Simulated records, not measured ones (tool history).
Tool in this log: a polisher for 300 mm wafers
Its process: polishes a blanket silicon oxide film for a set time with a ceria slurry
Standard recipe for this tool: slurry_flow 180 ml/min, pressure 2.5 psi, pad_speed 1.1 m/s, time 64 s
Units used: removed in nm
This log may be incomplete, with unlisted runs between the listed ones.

run	hour	slurry_flow	pressure	pad_speed	time	wafers since the last listed run	wafers polished on this pad	hours since the slurry nozzle was cleaned	hours since the head pressure was calibrated	incoming thickness of the incoming film, nm	removed
1	0	155	2.5	1.1	64	0	1167	209.4	292.8	1042.2	253
2	49.7	155	2.5	1.1	64	545	1713	259.1	342.5	1026.1	244.6
3	109.8	180	2.5	1.1	64	659	2372	319.2	402.6	1026.8	249.2
# hour 178.8: slurry nozzle cleaned
4	196.6	180	2.5	1.1	64	941	3314	17.8	489.4	1034.9	260.6
# hour 220.1: worn pad replaced by a new one
5	272	180	2.5	0.88	64	783	569	93.2	564.8	1022.1	215.2
6	350.7	180	2.5	0.88	64	863	1433	171.9	643.5	1019.1	209.9
7	401.7	180	2.5	0.88	64	559	1993	222.9	694.5	1008.4	204.1
8	450.7	140	3.1	1.1	64	537	2530	271.9	743.5	1037.9	277.1
9	491.8	180	2.5	0.86	64	450	2981	313	784.6	1026.8	192.5
# hour 519.2: slurry nozzle cleaned
10	536	180	2.5	0.86	64	474	3455	16.8	828.8	1024.4	204.8
# hour 547: worn pad replaced by a new one
11	607.9	180	2.5	1.1	64	745	668	88.7	900.7	1012.9	263.3
12	645	200	2.5	1.1	50	407	1075	125.8	937.8	1021.8	208.6
13	751.2	235	2.5	1.36	64	1165	2241	232	1044	1016.2	332.9
14	818	180	2.5	1.28	64	732	2974	298.8	1110.8	1004.2	289.1
15	878.1	180	2.5	1.32	64	659	3633	358.9	1170.9	1011.6	289.8
# hour 897.2: slurry nozzle cleaned
# hour 920.2: worn pad replaced by a new one
16	928.2	120	1.9	1.1	64	494	87	31	1221	1030.8	211.9
17	973.8	180	2.5	1.1	82	500	588	76.6	1266.6	1009.2	342.2
# hour 1038.6: head pressure recalibrated
# hour 1235.6: slurry nozzle cleaned
# hour 1293.4: worn pad replaced by a new one
18	1295.4	180	2.5	1.1	64	3452	21	59.8	256.8	1015.2	269
19	1390.8	180	2.5	1.1	64	1046	1068	155.2	352.2	1001.2	261.6
20	1453	180	2.5	1.1	64	682	1751	217.4	414.4	1017.7	256
21	1505.7	180	2.5	1.1	64	578	2329	270.1	467.1	1011.3	249.7
# hour 1587.3: slurry nozzle cleaned
22	1587.8	145	2.8	1.1	64	889	3219	0.5	549.2	1020.4	269.6
# hour 1669.4: worn pad replaced by a new one
23	1669.9	180	1.8	1.34	57	856	5	82.6	631.3	1020.9	242.7
24	1723	180	2.5	1.1	56	582	588	135.7	684.4	1012.8	229.9

3 options for the next run, each taken on its own from the tool as it stands now. Forecast them:
A	1723.5	140	2.5	1.1	64	5	593	136.2	684.9	1013	?
B	1723.5	125	2.7	1.36	71	5	593	136.2	684.9	1013	?
C	1723.5	120	2.5	1.44	64	5	593	136.2	684.9	1013	?

run	removed
A	249.9
B	351.4
C	314.7
Had the tool no hidden state, the same runs would have come out as:
run	removed
A	260.1
B	366.5
C	328.5
